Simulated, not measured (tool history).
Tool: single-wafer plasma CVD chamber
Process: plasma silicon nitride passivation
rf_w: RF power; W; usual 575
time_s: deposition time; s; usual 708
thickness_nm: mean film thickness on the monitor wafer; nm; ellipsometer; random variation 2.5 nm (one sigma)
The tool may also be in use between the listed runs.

run	day	rf_w	time_s	read-back reference wafer on the same gauge, thickness_nm	thickness_nm
1	0.000	575	708	1399.928	1147.504
2	0.546	575	708	1400.017	1150.745
3	1.971	575	708	1400.238	1148.030
4	3.067	575	708	1400.397	1145.240
5	4.471	575	708	1400.487	1144.385
6	5.862	600	615	1399.793	1011.331
7	6.954	600	615	1399.743	1012.696
8	7.921	600	615	1400.537	1011.153
9	8.675	575	708	1399.483	1139.691
10	9.779	575	708	1400.506	1140.234
11	11.042	575	708	1399.863	1140.905
12	12.421	575	656	1400.513	1057.375
13	13.204	575	656	1399.587	1059.539
# day 13.933: gauge calibrated
14	14.250	575	607	1399.326	975.996
15	15.242	575	708	1400.553	1140.556
16	16.721	575	708	1399.844	1136.630
17	17.904	575	620	1400.231	1000.615
# day 18.442: showerhead replaced
18	18.462	600	615	1399.611	1002.856
19	19.783	640	577	1400.703	961.993
20	21.092	575	708	1400.288	1134.224
21	22.150	600	615	1400.032	1000.000

The next listed run, before its measurement:
# day 23.192: RF generator calibrated
22	23.212	575	845	?	?

{"run 22": {"read-back reference wafer on the same gauge, thickness_nm": 1400.577, "thickness_nm": 1395.817}}
Without the tool's hidden state the same run would have given thickness_nm 1398.905 nm.

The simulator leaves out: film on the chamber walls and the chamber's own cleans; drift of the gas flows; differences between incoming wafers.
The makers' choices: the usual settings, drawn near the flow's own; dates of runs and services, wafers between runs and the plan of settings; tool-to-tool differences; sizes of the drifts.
